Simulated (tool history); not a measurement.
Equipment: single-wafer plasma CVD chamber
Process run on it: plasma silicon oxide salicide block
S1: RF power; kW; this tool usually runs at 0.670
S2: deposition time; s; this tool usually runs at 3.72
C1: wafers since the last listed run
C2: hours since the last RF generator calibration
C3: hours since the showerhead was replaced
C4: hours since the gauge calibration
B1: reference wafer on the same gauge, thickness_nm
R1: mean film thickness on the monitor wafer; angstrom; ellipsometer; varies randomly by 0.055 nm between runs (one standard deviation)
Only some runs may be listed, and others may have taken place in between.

run,day,S1,S2,C1,C2,C3,C4,B1,R1
1,0.000,0.670,3.72,0,1584.8,7054.3,31.6,43.005,361.41
2,0.988,0.670,3.72,672,1608.5,7078.0,55.3,43.006,360.69
3,1.596,0.670,3.72,414,1623.1,7092.6,69.9,43.010,361.95
4,2.038,0.670,3.72,300,1633.7,7103.2,80.5,42.997,361.16
5,2.746,0.595,3.44,482,1650.7,7120.2,97.5,43.000,321.60
6,3.083,0.595,3.44,229,1658.8,7128.3,105.6,43.001,321.81
7,3.554,0.670,3.18,320,1670.1,7139.6,116.9,43.008,308.91
8,3.850,0.670,3.18,201,1677.2,7146.7,124.0,43.005,308.42
9,4.462,0.670,3.18,417,1691.9,7161.4,138.7,43.006,308.97
10,4.954,0.575,3.72,334,1703.7,7173.2,150.5,43.002,344.82
11,5.229,0.575,3.72,187,1710.3,7179.8,157.1,43.022,345.17
12,5.825,0.670,3.50,405,1724.6,7194.1,171.4,42.993,339.46
13,7.496,0.670,3.50,1137,1764.7,7234.2,211.5,42.986,339.64
14,7.792,0.610,3.72,201,1771.8,7241.3,218.6,43.011,351.76
15,8.533,0.610,3.72,505,1789.6,7259.1,236.4,42.997,349.97
16,9.162,0.610,3.72,428,1804.7,7274.2,251.5,42.999,350.19
17,9.804,0.775,3.72,436,1820.1,7289.6,266.9,43.003,375.27
18,10.521,0.670,4.29,488,1837.3,7306.8,284.1,43.013,414.47
19,11.038,0.670,4.29,351,1849.7,7319.2,296.5,43.009,415.25
20,11.462,0.670,4.29,289,1859.9,7329.4,306.7,43.003,415.01
21,11.988,0.625,4.41,357,1872.5,7342.0,319.3,43.011,418.28
22,12.429,0.585,4.39,300,1883.1,7352.6,329.9,43.008,407.34
# day 12.658: gauge calibrated
23,12.879,0.670,3.72,306,1893.9,7363.4,5.3,43.004,359.06
24,13.333,0.725,4.22,309,1904.8,7374.3,16.2,42.999,416.42
25,13.604,0.670,3.72,184,1911.3,7380.8,22.7,42.996,359.63
26,14.304,0.745,4.16,476,1928.1,7397.6,39.5,43.003,414.11
27,15.008,0.670,3.72,479,1945.0,7414.5,56.4,43.012,359.16
# day 15.975: RF generator calibrated
# day 16.100: showerhead replaced
28,16.121,0.670,3.72,445,3.5,0.5,83.1,42.986,367.30
29,16.267,0.720,3.49,99,7.0,4.0,86.6,43.003,351.79
30,16.721,0.725,4.05,309,17.9,14.9,97.5,43.003,408.96
31,17.029,0.670,4.02,209,25.3,22.3,104.9,43.003,396.54
32,17.654,0.560,3.72,425,40.3,37.3,119.9,43.002,347.64
33,18.283,0.670,3.72,428,55.4,52.4,135.0,42.996,366.68
34,18.733,0.590,4.18,306,66.2,63.2,145.8,43.000,396.70
35,19.279,0.550,3.96,371,79.3,76.3,158.9,43.009,368.47
36,19.588,0.775,3.94,209,86.7,83.7,166.3,42.984,406.73
37,20.238,0.615,3.09,442,102.3,99.3,181.9,42.988,297.42
38,20.754,0.670,3.72,351,114.7,111.7,194.3,43.008,367.37
39,21.308,0.555,3.72,377,128.0,125.0,207.6,42.998,347.24
40,21.900,0.595,4.23,402,142.2,139.2,221.8,43.011,404.15
41,22.642,0.670,4.02,505,160.0,157.0,239.6,42.999,397.07

Some steps in R1, run to run, broken into two amounts with sign: the step expected even without the hidden condition (settings, incoming material, random variation), and the rest, left for the hidden condition together with whatever gauge scatter is not in both the measured and the hidden-condition-free result:
Hidden state at play: delivered RF power above the setpoint (%); gauge reads high (%).
Run 23 -> 24: S1 0.670 -> 0.725, S2 3.72 -> 4.22. R1 +57.36 angstrom: hidden state -1.53, all else +58.89.
Run 25 -> 26: S1 0.670 -> 0.745, S2 3.72 -> 4.16. R1 +54.48 angstrom: hidden state -1.54, all else +56.02.
Run 27 -> 28: RF generator calibrated, showerhead replaced. R1 +8.14 angstrom: hidden state +7.78, all else +0.36.
Run 36 -> 37: S1 0.775 -> 0.615, S2 3.94 -> 3.09. R1 -109.31 angstrom: hidden state +0.48, all else -109.79.
Run 37 -> 38: S1 0.615 -> 0.670, S2 3.09 -> 3.72. R1 +69.95 angstrom: hidden state -0.32, all else +70.27.

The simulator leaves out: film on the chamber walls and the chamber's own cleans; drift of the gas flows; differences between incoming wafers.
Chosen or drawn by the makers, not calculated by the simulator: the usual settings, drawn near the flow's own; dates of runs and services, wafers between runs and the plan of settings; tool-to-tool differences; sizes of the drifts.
